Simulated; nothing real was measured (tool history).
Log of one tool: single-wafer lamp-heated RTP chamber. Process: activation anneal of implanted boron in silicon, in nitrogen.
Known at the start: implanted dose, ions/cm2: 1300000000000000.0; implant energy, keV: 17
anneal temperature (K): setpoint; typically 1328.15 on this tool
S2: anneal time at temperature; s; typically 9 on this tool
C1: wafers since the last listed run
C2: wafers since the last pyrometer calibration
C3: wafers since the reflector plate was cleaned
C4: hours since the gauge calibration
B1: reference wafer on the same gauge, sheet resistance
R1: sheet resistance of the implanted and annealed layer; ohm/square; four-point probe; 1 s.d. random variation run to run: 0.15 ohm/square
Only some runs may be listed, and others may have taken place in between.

Run 1, hour 0: usual settings but S2 8 s; C1 0; C2 195; C3 1128; C4 470.2; B1 93.33. Result: R1 97.89 ohm/square.
Run 2, hour 42: usual settings but S2 8 s; C1 842; C2 1037; C3 1970; C4 512.2; B1 93.29. Result: R1 98.03 ohm/square.
Run 3, hour 107: usual settings but S2 8 s; C1 1303; C2 2340; C3 3274; C4 577.2; B1 93.33. Result: R1 97.93 ohm/square.
Run 4, hour 170.5: usual settings; C1 1273; C2 3614; C3 4547; C4 640.7; B1 93.36. Result: R1 97.61 ohm/square.
Run 5, hour 238.1: usual settings; C1 1355; C2 4969; C3 5902; C4 708.3; B1 93.34. Result: R1 97.59 ohm/square.
Run 6, hour 291.6: usual settings; C1 1072; C2 6042; C3 6975; C4 761.8; B1 93.32. Result: R1 97.55 ohm/square.
At hour 344: pyrometer window cleaned and pyrometer calibrated.
Run 7, hour 363.4: usual settings but anneal temperature (K) 1337.15, S2 5 s; C1 1279; C2 388; C3 8254; C4 833.6; B1 93.33. Result: R1 98.11 ohm/square.
Run 8, hour 395.7: usual settings but anneal temperature (K) 1337.15, S2 5 s; C1 647; C2 1035; C3 8902; C4 865.9; B1 93.28. Result: R1 97.78 ohm/square.
Run 9, hour 439.3: usual settings but anneal temperature (K) 1346.15; C1 874; C2 1910; C3 9776; C4 909.5; B1 93.3. Result: R1 97 ohm/square.
Run 10, hour 496: usual settings; C1 1136; C2 3046; C3 10913; C4 966.2; B1 93.29. Result: R1 97.67 ohm/square.
At hour 523.1: gauge calibrated.
Run 11, hour 563.5: usual settings; C1 1353; C2 4400; C3 12266; C4 40.4; B1 93.27. Result: R1 97.53 ohm/square.
Run 12, hour 632.7: usual settings but S2 13 s; C1 1387; C2 5787; C3 13654; C4 109.6; B1 93.28. Result: R1 97.03 ohm/square.
At hour 654.3: reflector plate cleaned.
Run 13, hour 659.8: usual settings but S2 13 s; C1 382; C2 6170; C3 109; C4 136.7; B1 93.26. Result: R1 96.9 ohm/square.
At hour 687.6: pyrometer window cleaned and pyrometer calibrated.
Run 14, hour 722.3: usual settings; C1 1092; C2 695; C3 1202; C4 199.2; B1 93.32. Result: R1 97.79 ohm/square.
Run 15, hour 786.3: usual settings; C1 1283; C2 1978; C3 2485; C4 263.2; B1 93.33. Result: R1 97.59 ohm/square.
Run 16, hour 846.4: usual settings; C1 1205; C2 3183; C3 3690; C4 323.3; B1 93.3. Result: R1 97.69 ohm/square.
Run 17, hour 903.9: usual settings; C1 1152; C2 4336; C3 4843; C4 380.8; B1 93.28. Result: R1 97.98 ohm/square.
Run 18, hour 975.4: usual settings but anneal temperature (K) 1309.15; C1 1433; C2 5770; C3 6277; C4 452.3; B1 93.25. Result: R1 99.21 ohm/square.
Run 19, hour 1045.1: usual settings but S2 6 s; C1 1397; C2 7167; C3 7674; C4 522; B1 93.25. Result: R1 97.74 ohm/square.
At hour 1076.7: pyrometer window cleaned and pyrometer calibrated.
Run 20, hour 1088.7: usual settings; C1 713; C2 241; C3 8388; C4 565.6; B1 93.25. Result: R1 97.85 ohm/square.
Run 21, hour 1120.1: usual settings but anneal temperature (K) 1345.15, S2 4 s; C1 629; C2 870; C3 9018; C4 597; B1 93.28. Result: R1 98.12 ohm/square.
Run 22, hour 1183.4: usual settings but anneal temperature (K) 1353.15, S2 11 s; C1 1269; C2 2139; C3 10287; C4 660.3; B1 93.26. Result: R1 96.51 ohm/square.
Run 23, hour 1224.9: usual settings but anneal temperature (K) 1308.15, S2 11 s; C1 832; C2 2972; C3 11119; C4 701.8; B1 93.32. Result: R1 99.45 ohm/square.
Run 24, hour 1278.8: usual settings; C1 1080; C2 4052; C3 12200; C4 755.7; B1 93.33. Result: R1 97.86 ohm/square.
At hour 1309: reflector plate cleaned.
Run 25, hour 1327.4: usual settings but anneal temperature (K) 1340.15, S2 5 s; C1 814; C2 4866; C3 368; C4 804.3; B1 93.27. Result: R1 97.76 ohm/square.
Run 26, hour 1374.5: usual settings but anneal temperature (K) 1355.15; C1 944; C2 5811; C3 1313; C4 851.4; B1 93.3. Result: R1 96.69 ohm/square.
Run 27, hour 1405.2: usual settings but anneal temperature (K) 1314.15, S2 13 s; C1 615; C2 6426; C3 1928; C4 882.1; B1 93.28. Result: R1 97.85 ohm/square.
At hour 1434.8: pyrometer window cleaned and pyrometer calibrated.
Run 28, hour 1444.9: usual settings but S2 6 s; C1 635; C2 202; C3 2564; C4 921.8; B1 93.28. Result: R1 98.27 ohm/square.
At hour 1460.6: gauge calibrated.
Run 29, hour 1496.4: usual settings but anneal temperature (K) 1347.15, S2 11 s; C1 1032; C2 1234; C3 3596; C4 35.8; B1 93.29. Result: R1 96.67 ohm/square.
Run 30, hour 1525.2: usual settings; C1 577; C2 1812; C3 4174; C4 64.6; B1 93.25. Result: R1 97.69 ohm/square.
Run 31, hour 1668.1: usual settings but anneal temperature (K) 1344.15, S2 6 s; C1 2865; C2 4677; C3 7039; C4 207.5; B1 93.32. Result: R1 97.43 ohm/square.
Run 32, hour 1726.6: usual settings; C1 1172; C2 5850; C3 8212; C4 266; B1 93.3. Result: R1 97.23 ohm/square.
At hour 1762.3: pyrometer window cleaned and pyrometer calibrated.
Run 33, hour 1768.5: usual settings but anneal temperature (K) 1348.15; C1 679; C2 123; C3 8892; C4 307.9; B1 93.32. Result: R1 97.07 ohm/square.
Run 34, hour 1829.6: usual settings; C1 1225; C2 1348; C3 10117; C4 369; B1 93.31. Result: R1 98.02 ohm/square.

Some steps in R1, run to run, broken into two amounts with sign: the step expected even without the hidden condition (settings, incoming material, random variation), and the rest, left for the hidden condition together with whatever gauge scatter is not in both the measured and the hidden-condition-free result:
The tool's hidden condition here consists of: true wafer temperature minus pyrometer reading, K; wafer temperature error from the tarnished reflector plate, K; gauge reads high (%).
Run 17 -> 18: anneal temperature (K) 1328.15 -> 1309.15. R1 +1.23 ohm/square: hidden state -0.65, all else +1.88.
Run 19 -> 20: S2 6 -> 9, pyrometer window cleaned and pyrometer calibrated. R1 +0.11 ohm/square: hidden state +0.59, all else -0.48.
Run 21 -> 22: anneal temperature (K) 1345.15 -> 1353.15, S2 4 -> 11. R1 -1.61 ohm/square: hidden state -0.04, all else -1.57.
Run 22 -> 23: anneal temperature (K) 1353.15 -> 1308.15. R1 +2.94 ohm/square: hidden state -0.22, all else +3.16.
Run 27 -> 28: anneal temperature (K) 1314.15 -> 1328.15, S2 13 -> 6, pyrometer window cleaned and pyrometer calibrated. R1 +0.42 ohm/square: hidden state +0.77, all else -0.35.
Run 28 -> 29: anneal temperature (K) 1328.15 -> 1347.15, S2 6 -> 11, gauge calibrated. R1 -1.6 ohm/square: hidden state +0.02, all else -1.62.
